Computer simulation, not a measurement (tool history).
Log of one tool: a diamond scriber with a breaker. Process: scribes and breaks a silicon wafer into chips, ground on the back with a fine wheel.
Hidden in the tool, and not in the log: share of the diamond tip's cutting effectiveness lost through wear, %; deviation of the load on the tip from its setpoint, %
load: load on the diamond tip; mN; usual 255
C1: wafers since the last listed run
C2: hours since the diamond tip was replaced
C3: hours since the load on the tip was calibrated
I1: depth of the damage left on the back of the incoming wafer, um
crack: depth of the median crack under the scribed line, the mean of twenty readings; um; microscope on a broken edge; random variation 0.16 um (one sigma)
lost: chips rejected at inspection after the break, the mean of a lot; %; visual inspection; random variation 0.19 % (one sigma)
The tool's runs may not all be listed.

Run 1, hour 0.0: usual settings; C1 0; C2 548.5; C3 454.1; I1 1.54. Result: crack 9.17 um, lost 1.37 %.
Run 2, hour 25.9: usual settings; C1 57; C2 574.4; C3 480.0; I1 1.99. Result: crack 9.24 um, lost 2.19 %.
Run 3, hour 58.9: usual settings; C1 72; C2 607.4; C3 513.0; I1 1.75. Result: crack 9.12 um, lost 1.57 %.
Run 4, hour 71.3: usual settings but load 288 mN; C1 27; C2 619.8; C3 525.4; I1 3.00. Result: crack 10.06 um, lost 6.07 %.
Run 5, hour 88.4: usual settings; C1 37; C2 636.9; C3 542.5; I1 2.71. Result: crack 8.91 um, lost 4.03 %.
Run 6, hour 116.6: usual settings; C1 62; C2 665.1; C3 570.7; I1 2.05. Result: crack 9.48 um, lost 1.97 %.
Run 7, hour 140.9: usual settings but load 209 mN; C1 53; C2 689.4; C3 595.0; I1 2.75. Result: crack 7.99 um, lost 5.80 %.
Run 8, hour 155.8: usual settings but load 209 mN; C1 32; C2 704.3; C3 609.9; I1 2.36. Result: crack 8.29 um, lost 3.40 %.
Run 9, hour 172.5: usual settings; C1 36; C2 721.0; C3 626.6; I1 1.51. Result: crack 9.48 um, lost 1.69 %.
Run 10, hour 200.6: usual settings; C1 61; C2 749.1; C3 654.7; I1 2.60. Result: crack 9.76 um, lost 3.93 %.
Run 11, hour 222.0: usual settings; C1 47; C2 770.5; C3 676.1; I1 2.88. Result: crack 9.45 um, lost 4.59 %.
Run 12, hour 253.7: usual settings; C1 69; C2 802.2; C3 707.8; I1 2.34. Result: crack 9.67 um, lost 2.79 %.
Run 13, hour 277.7: usual settings but load 286 mN; C1 52; C2 826.2; C3 731.8; I1 2.20. Result: crack 10.13 um, lost 4.35 %.
At hour 289.1: diamond tip replaced by a new one.
Run 14, hour 298.3: usual settings but load 286 mN; C1 41; C2 9.2; C3 752.4; I1 1.62. Result: crack 10.33 um, lost 3.79 %.
Run 15, hour 329.6: usual settings but load 329 mN; C1 69; C2 40.5; C3 783.7; I1 2.92. Result: crack 10.87 um, lost 9.84 %.
Run 16, hour 342.9: usual settings but load 275 mN; C1 29; C2 53.8; C3 797.0; I1 2.14. Result: crack 10.10 um, lost 4.17 %.
Run 17, hour 355.5: usual settings; C1 27; C2 66.4; C3 809.6; I1 2.73. Result: crack 9.29 um, lost 4.90 %.
Run 18, hour 371.3: usual settings but load 212 mN; C1 34; C2 82.2; C3 825.4; I1 2.82. Result: crack 8.26 um, lost 4.91 %.

The next listed run, before its measurement:
Run 19, hour 395.0: usual settings but load 287 mN; C1 52; C2 105.9; C3 849.1; I1 1.68. Result: crack ?, lost ?.

{"run 19": {"crack": 10.58, "lost": 4.15}}
Without the tool's hidden state the same run would have given crack 9.58 um, lost 1.80 %.
